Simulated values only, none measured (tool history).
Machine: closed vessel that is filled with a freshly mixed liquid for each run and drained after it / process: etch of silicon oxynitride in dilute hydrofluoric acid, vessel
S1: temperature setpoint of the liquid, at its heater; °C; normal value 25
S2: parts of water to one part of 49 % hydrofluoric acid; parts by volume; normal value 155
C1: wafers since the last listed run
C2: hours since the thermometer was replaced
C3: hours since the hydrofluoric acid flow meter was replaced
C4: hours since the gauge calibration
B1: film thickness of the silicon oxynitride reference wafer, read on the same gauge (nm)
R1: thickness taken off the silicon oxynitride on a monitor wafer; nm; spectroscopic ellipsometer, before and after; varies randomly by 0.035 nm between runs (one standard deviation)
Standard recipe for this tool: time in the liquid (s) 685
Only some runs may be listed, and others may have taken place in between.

{"run": 1, "hour": 0.0, "S1": 23, "S2": 155, "time in the liquid (s)": 685, "C1": 0, "C2": 120.1, "C3": 226.4, "C4": 1774, "B1": 50.01, "R1": 8.94}
{"run": 2, "hour": 47.0, "S1": 26.5, "S2": 155, "time in the liquid (s)": 685, "C1": 4231, "C2": 167.1, "C3": 273.4, "C4": 1821, "B1": 49.98, "R1": 10.51}
{"run": 3, "hour": 148.9, "S1": 26.5, "S2": 155, "time in the liquid (s)": 685, "C1": 9175, "C2": 269, "C3": 375.3, "C4": 1922.9, "B1": 49.99, "R1": 10.37}
{"run": 4, "hour": 247.0, "S1": 25, "S2": 155, "time in the liquid (s)": 685, "C1": 8832, "C2": 367.1, "C3": 473.4, "C4": 2021, "B1": 50.01, "R1": 9.68}
{"run": 5, "hour": 310.9, "S1": 25, "S2": 155, "time in the liquid (s)": 685, "C1": 5753, "C2": 431, "C3": 537.3, "C4": 2084.9, "B1": 50, "R1": 9.65}
{"run": 6, "hour": 406.0, "S1": 25, "S2": 155, "time in the liquid (s)": 685, "C1": 8562, "C2": 526.1, "C3": 632.4, "C4": 2180, "B1": 50.02, "R1": 9.63}
{"run": 7, "hour": 503.5, "S1": 25, "S2": 155, "time in the liquid (s)": 685, "C1": 8778, "C2": 623.6, "C3": 729.9, "C4": 2277.5, "B1": 49.95, "R1": 9.59}
{"run": 8, "hour": 542.6, "S1": 25, "S2": 155, "time in the liquid (s)": 685, "C1": 3520, "C2": 662.7, "C3": 769, "C4": 2316.6, "B1": 50, "R1": 9.61}
{"run": 9, "hour": 585.9, "S1": 25, "S2": 155, "time in the liquid (s)": 685, "C1": 3898, "C2": 706, "C3": 812.3, "C4": 2359.9, "B1": 50.03, "R1": 9.58}
{"run": 10, "hour": 653.2, "S1": 25, "S2": 155, "time in the liquid (s)": 460, "C1": 6059, "C2": 773.3, "C3": 879.6, "C4": 2427.2, "B1": 50.01, "R1": 6.41}
{"run": 11, "hour": 759.3, "S1": 25, "S2": 155, "time in the liquid (s)": 460, "C1": 9553, "C2": 879.4, "C3": 985.7, "C4": 2533.3, "B1": 49.98, "R1": 6.4}
{"run": 12, "hour": 803.8, "S1": 25, "S2": 155, "time in the liquid (s)": 685, "C1": 4006, "C2": 923.9, "C3": 1030.2, "C4": 2577.8, "B1": 49.99, "R1": 9.53}
{"run": 13, "hour": 848.0, "S1": 25, "S2": 155, "time in the liquid (s)": 685, "C1": 3979, "C2": 968.1, "C3": 1074.4, "C4": 2622, "B1": 49.99, "R1": 9.54}
{"run": 14, "hour": 909.1, "S1": 25, "S2": 155, "time in the liquid (s)": 685, "C1": 5501, "C2": 1029.2, "C3": 1135.5, "C4": 2683.1, "B1": 49.98, "R1": 9.48}
{"run": 15, "hour": 981.5, "S1": 25, "S2": 155, "time in the liquid (s)": 685, "C1": 6518, "C2": 1101.6, "C3": 1207.9, "C4": 2755.5, "B1": 49.99, "R1": 9.45}
{"hour": 1074.6, "done": "hydrofluoric acid flow meter replaced"}
{"run": 16, "hour": 1075.6, "S1": 25, "S2": 155, "time in the liquid (s)": 685, "C1": 8382, "C2": 1195.7, "C3": 1, "C4": 2849.6, "B1": 49.97, "R1": 9.03}
{"hour": 1085.0, "done": "thermometer replaced"}
{"run": 17, "hour": 1124.6, "S1": 27.5, "S2": 105, "time in the liquid (s)": 510, "C1": 4321, "C2": 39.6, "C3": 50, "C4": 2898.6, "B1": 50.01, "R1": 11.55}
{"run": 18, "hour": 1212.0, "S1": 25, "S2": 155, "time in the liquid (s)": 685, "C1": 7869, "C2": 127, "C3": 137.4, "C4": 2986, "B1": 50.02, "R1": 8.94}
{"run": 19, "hour": 1284.0, "S1": 25, "S2": 155, "time in the liquid (s)": 685, "C1": 6482, "C2": 199, "C3": 209.4, "C4": 3058, "B1": 49.99, "R1": 8.88}
{"run": 20, "hour": 1387.0, "S1": 25, "S2": 155, "time in the liquid (s)": 455, "C1": 9274, "C2": 302, "C3": 312.4, "C4": 3161, "B1": 49.99, "R1": 5.93}
{"run": 21, "hour": 1537.5, "S1": 25, "S2": 90, "time in the liquid (s)": 275, "C1": 13550, "C2": 452.5, "C3": 462.9, "C4": 3311.5, "B1": 49.98, "R1": 6.49}
{"run": 22, "hour": 1638.4, "S1": 20.5, "S2": 120, "time in the liquid (s)": 685, "C1": 9085, "C2": 553.4, "C3": 563.8, "C4": 3412.4, "B1": 50, "R1": 9.56}
{"run": 23, "hour": 1693.4, "S1": 25, "S2": 155, "time in the liquid (s)": 685, "C1": 4952, "C2": 608.4, "C3": 618.8, "C4": 3467.4, "B1": 50, "R1": 8.79}
{"run": 24, "hour": 1736.3, "S1": 21, "S2": 155, "time in the liquid (s)": 925, "C1": 3862, "C2": 651.3, "C3": 661.7, "C4": 3510.3, "B1": 50.02, "R1": 9.84}
{"hour": 1779.4, "done": "hydrofluoric acid flow meter replaced, repeated, since the last time left the tool worse"}
{"run": 25, "hour": 1797.2, "S1": 25, "S2": 155, "time in the liquid (s)": 685, "C1": 5393, "C2": 712.2, "C3": 17.8, "C4": 3571.2, "B1": 50.02, "R1": 9.84}
{"run": 26, "hour": 1856.2, "S1": 25, "S2": 135, "time in the liquid (s)": 445, "C1": 5312, "C2": 771.2, "C3": 76.8, "C4": 3630.2, "B1": 50.02, "R1": 7.47}
{"run": 27, "hour": 1894.0, "S1": 25, "S2": 155, "time in the liquid (s)": 995, "C1": 3403, "C2": 809, "C3": 114.6, "C4": 3668, "B1": 49.99, "R1": 14.26}
{"run": 28, "hour": 1940.9, "S1": 21.5, "S2": 85, "time in the liquid (s)": 385, "C1": 4222, "C2": 855.9, "C3": 161.5, "C4": 3714.9, "B1": 50.01, "R1": 8.96}
{"hour": 2053.8, "done": "thermometer replaced"}
{"hour": 2076.4, "done": "gauge calibrated"}
{"run": 29, "hour": 2245.9, "S1": 25, "S2": 155, "time in the liquid (s)": 685, "C1": 27372, "C2": 192.1, "C3": 466.5, "C4": 169.5, "B1": 50.01, "R1": 9.73}
{"run": 30, "hour": 2465.1, "S1": 22, "S2": 155, "time in the liquid (s)": 685, "C1": 19736, "C2": 411.3, "C3": 685.7, "C4": 388.7, "B1": 50, "R1": 8.38}
{"run": 31, "hour": 2726.8, "S1": 27.5, "S2": 105, "time in the liquid (s)": 510, "C1": 23563, "C2": 673, "C3": 947.4, "C4": 650.4, "B1": 50.02, "R1": 12.29}
{"run": 32, "hour": 2825.4, "S1": 25, "S2": 115, "time in the liquid (s)": 330, "C1": 8877, "C2": 771.6, "C3": 1046, "C4": 749, "B1": 50.02, "R1": 6.43}
{"run": 33, "hour": 2882.0, "S1": 25, "S2": 155, "time in the liquid (s)": 460, "C1": 5096, "C2": 828.2, "C3": 1102.6, "C4": 805.6, "B1": 50.02, "R1": 6.37}
{"run": 34, "hour": 3136.6, "S1": 27.5, "S2": 95, "time in the liquid (s)": 855, "C1": 22924, "C2": 1082.8, "C3": 1357.2, "C4": 1060.2, "B1": 50.01, "R1": 22.62}

Some steps in R1 between neighbouring runs. How much of each would the tool show without its hidden state too (settings, what came in, random variation), and how much is left for the hidden state, with any gauge scatter that isn't in both results?
Hidden state at play: liquid hotter than its thermometer reads (K); hydrofluoric acid flow below the setpoint (%); gauge reads high (%).
Run 15 -> 16: hydrofluoric acid flow meter replaced. R1 -0.42 nm: hidden state -0.48, all else +0.06.
Run 24 -> 25: S1 21 -> 25, time in the liquid (s) 925 -> 685, hydrofluoric acid flow meter replaced, repeated, since the last time left the tool worse. R1 +0 nm: hidden state +1.18, all else -1.18.
Run 26 -> 27: S2 135 -> 155, time in the liquid (s) 445 -> 995. R1 +6.79 nm: hidden state -0.09, all else +6.88.
Run 31 -> 32: S1 27.5 -> 25, S2 105 -> 115, time in the liquid (s) 510 -> 330. R1 -5.86 nm: hidden state +0.19, all else -6.05.
Run 33 -> 34: S1 25 -> 27.5, S2 155 -> 95, time in the liquid (s) 460 -> 855. R1 +16.25 nm: hidden state -0.88, all else +17.13.

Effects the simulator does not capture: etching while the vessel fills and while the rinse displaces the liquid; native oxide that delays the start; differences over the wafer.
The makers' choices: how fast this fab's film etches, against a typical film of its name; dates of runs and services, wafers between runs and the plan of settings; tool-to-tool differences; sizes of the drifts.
